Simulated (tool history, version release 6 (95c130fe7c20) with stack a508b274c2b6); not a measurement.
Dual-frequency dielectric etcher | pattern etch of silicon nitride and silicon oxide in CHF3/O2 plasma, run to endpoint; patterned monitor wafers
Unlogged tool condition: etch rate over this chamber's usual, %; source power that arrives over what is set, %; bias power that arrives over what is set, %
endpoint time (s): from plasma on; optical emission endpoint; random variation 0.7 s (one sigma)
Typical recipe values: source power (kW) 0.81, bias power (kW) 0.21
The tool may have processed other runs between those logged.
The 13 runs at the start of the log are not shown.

run   hour  source power (kW)  bias power (kW)  wafers since the last listed run  hours since the last wet clean  hours since the last source power generator calibration  hours since the last bias power generator calibration  hours since the last upper electrode change  incoming incoming film thickness, nm  endpoint time (s)
     161.4  -- wet clean of the chamber
 14  161.9               0.81             0.21                                97                             0.5                                                   3295.3                                                 4524.9                                       6150.1                                 171.9               98.6
 15  162.3               0.81             0.21                                 3                             0.9                                                   3295.7                                                 4525.3                                       6150.5                                 175.1               98.6
 16  162.7               0.87            0.227                                 3                             1.3                                                   3296.1                                                 4525.7                                       6150.9                                 174.9               91.8
 17  170.8               0.67            0.233                                75                             9.4                                                   3304.2                                                 4533.8                                         6159                                 174.3                103
 18  181.2               0.81             0.21                                96                            19.8                                                   3314.6                                                 4544.2                                       6169.4                                   174               97.9
 19  189.1               0.76            0.256                                73                            27.7                                                   3322.5                                                 4552.1                                       6177.3                                 176.1               94.9
 20  196.4               0.72            0.165                                67                              35                                                   3329.8                                                 4559.4                                       6184.6                                   174                116
     207.7  -- source power generator calibrated
 21  209.2               0.68            0.248                                81                            47.8                                                      1.5                                                 4572.2                                       6197.4                                 174.6               98.8
     245.6  -- upper electrode replaced
 22  246.1               0.81             0.21                               119                            84.7                                                     38.4                                                 4609.1                                          0.5                                 173.8               98.9
 23  246.4               0.63             0.18                                 2                              85                                                     38.7                                                 4609.4                                          0.8                                 177.2              120.1
 24  249.3               0.96            0.161                                26                            87.9                                                     41.6                                                 4612.3                                          3.7                                   172              100.1
 25    256               0.81             0.21                                62                            94.6                                                     48.3                                                   4619                                         10.4                                 173.3               98.3
     271.1  -- bias power generator calibrated
 26  272.2               0.75             0.21                               113                           110.8                                                     64.5                                                    1.1                                         26.6                                   174              101.2
 27  280.2               0.88             0.24                                74                           118.8                                                     72.5                                                    9.1                                         34.6                                 172.9                 89
 28  286.4               0.96            0.243                                57                             125                                                     78.7                                                   15.3                                         40.8                                 173.7               84.8
 29  301.2               0.81             0.21                               137                           139.8                                                     93.5                                                   30.1                                         55.6                                 174.9               98.8
 30  312.7               0.74            0.242                               106                           151.3                                                      105                                                   41.6                                         67.1                                   174               96.2
 31    321               0.81             0.21                                77                           159.6                                                    113.3                                                   49.9                                         75.4                                 174.5               98.1
 32  330.1               0.81            0.168                                84                           168.7                                                    122.4                                                     59                                         84.5                                 173.2              105.9
 33  341.2               0.71            0.182                               103                           179.8                                                    133.5                                                   70.1                                         95.6                                   175              110.3
 34  357.1               0.62            0.165                               147                           195.7                                                    149.4                                                     86                                        111.5                                 172.9              121.4
 35  365.5               0.81            0.253                                77                           204.1                                                    157.8                                                   94.4                                        119.9                                 173.4               89.3

Below are 4 alternative next runs, each starting from the tool's condition after run 35. Predict each:
  A   366               0.81             0.21                                 4                           204.6                                                    158.3                                                   94.9                                        120.4                                 173.6                  ?
  B   366               0.81            0.261                                 4                           204.6                                                    158.3                                                   94.9                                        120.4                                 173.6                  ?
  C   366               0.61            0.259                                 4                           204.6                                                    158.3                                                   94.9                                        120.4                                 173.6                  ?
  D   366               0.88             0.18                                 4                           204.6                                                    158.3                                                   94.9                                        120.4                                 173.6                  ?

run  endpoint time (s)
  A               98.1
  B               89.2
  C              101.1
  D              101.2
Without the tool's unlogged condition, the same runs would have read:
run  endpoint time (s)
  A                100
  B               90.9
  C              103.1
  D              103.2

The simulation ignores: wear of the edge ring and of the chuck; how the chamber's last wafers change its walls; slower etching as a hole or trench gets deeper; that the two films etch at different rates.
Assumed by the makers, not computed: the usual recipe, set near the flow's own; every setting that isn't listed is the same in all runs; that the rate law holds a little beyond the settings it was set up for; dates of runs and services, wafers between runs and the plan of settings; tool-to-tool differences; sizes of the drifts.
